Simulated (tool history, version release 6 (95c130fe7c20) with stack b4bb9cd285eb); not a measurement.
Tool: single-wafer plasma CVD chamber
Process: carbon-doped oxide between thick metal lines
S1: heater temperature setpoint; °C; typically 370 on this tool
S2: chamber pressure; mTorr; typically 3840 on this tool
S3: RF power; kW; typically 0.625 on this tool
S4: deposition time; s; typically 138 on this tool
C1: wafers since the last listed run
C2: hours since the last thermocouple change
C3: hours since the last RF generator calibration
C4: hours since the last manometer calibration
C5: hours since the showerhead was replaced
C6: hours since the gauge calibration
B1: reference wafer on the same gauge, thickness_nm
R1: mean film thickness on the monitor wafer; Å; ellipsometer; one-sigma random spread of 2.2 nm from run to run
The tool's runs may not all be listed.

run    hour   S1    S2     S3   S4    C1      C2      C3      C4      C5      C6       B1       R1
  1     0.0  370  3840  0.625  138     0  1580.6  1339.0   759.2  3325.0   615.1  851.633  8098.06
  2    40.8  370  3840  0.625  138   364  1621.4  1379.8   800.0  3365.8   655.9  851.021  8085.63
  3    80.5  370  3840  0.625  138   354  1661.1  1419.5   839.7  3405.5   695.6  851.059  8097.52
  4   149.9  370  3840  0.625  138   620  1730.5  1488.9   909.1  3474.9   765.0  851.101  8050.68
  5   254.0  370  3840  0.705  138   930  1834.6  1593.0  1013.2  3579.0   869.1  851.411  8743.97
  6   296.9  370  3840  0.705  138   383  1877.5  1635.9  1056.1  3621.9   912.0  851.170  8751.44
  7   385.4  370  3840  0.625  159   790  1966.0  1724.4  1144.6  3710.4  1000.5  851.140  9233.66
  8   439.6  370  3840  0.625  159   484  2020.2  1778.6  1198.8  3764.6  1054.7  851.100  9281.40
  9   723.4  370  3840  0.625  159  2536  2304.0  2062.4  1482.6  4048.4  1338.5  851.302  9200.38
      880.5  -- capacitance manometer re-zeroed and calibrated
      899.2  -- RF generator calibrated
      908.6  -- thermocouple changed; heater temperature recalibrated
 10   967.4  370  3840  0.625  138  1965    58.8    68.2    86.9  4292.4  1582.5  851.726  8309.84
     1082.2  -- showerhead replaced
 11  1082.7  370  3840  0.625  138   958   174.1   183.5   202.2     0.5  1697.8  851.591  8223.28
 12  1169.9  366  3840  0.625  138   779   261.3   270.7   289.4    87.7  1785.0  850.521  8293.34
 13  1231.9  365  3840  0.625  116   554   323.3   332.7   351.4   149.7  1847.0  851.160  6946.57
 14  1307.1  377  3840  0.560  154   672   398.5   407.9   426.6   224.9  1922.2  850.168  8325.61
     1357.2  -- gauge calibrated
 15  1394.4  370  2890  0.625  138   780   485.8   495.2   513.9   312.2    37.2  851.531  7858.47
 16  1455.6  370  3170  0.540  138   546   547.0   556.4   575.1   373.4    98.4  850.194  7151.92
 17  1532.8  375  4520  0.625  138   689   624.2   633.6   652.3   450.6   175.6  851.463  8275.88
 18  1622.2  370  3840  0.625  138   798   713.6   723.0   741.7   540.0   265.0  852.059  8095.87
 19  1670.4  370  4590  0.695  138   430   761.8   771.2   789.9   588.2   313.2  851.128  8987.74
 20  1761.4  370  3840  0.625  138   813   852.8   862.2   880.9   679.2   404.2  850.712  8078.52
 21  1830.3  376  3840  0.625  138   615   921.7   931.1   949.8   748.1   473.1  850.063  7949.75
 22  1920.6  370  3840  0.625  138   806  1012.0  1021.4  1040.1   838.4   563.4  851.305  8065.77

Alternative continuations, all from the tool just after run 22; predict every row:
  A  1921.0  370  3840  0.625  138   3  1012.4  1021.8  1040.5  838.8  563.8   ?   ?
  B  1921.0  370  3840  0.710  113   3  1012.4  1021.8  1040.5  838.8  563.8   ?   ?
  C  1921.0  370  3030  0.625  130   3  1012.4  1021.8  1040.5  838.8  563.8   ?   ?

run       B1       R1
  A  850.819  8028.53
  B  850.819  7176.53
  C  850.819  7331.90
Without the tool's unlogged condition, the same runs would have read:
run       R1
  A  8325.02
  B  7435.62
  C  7580.11

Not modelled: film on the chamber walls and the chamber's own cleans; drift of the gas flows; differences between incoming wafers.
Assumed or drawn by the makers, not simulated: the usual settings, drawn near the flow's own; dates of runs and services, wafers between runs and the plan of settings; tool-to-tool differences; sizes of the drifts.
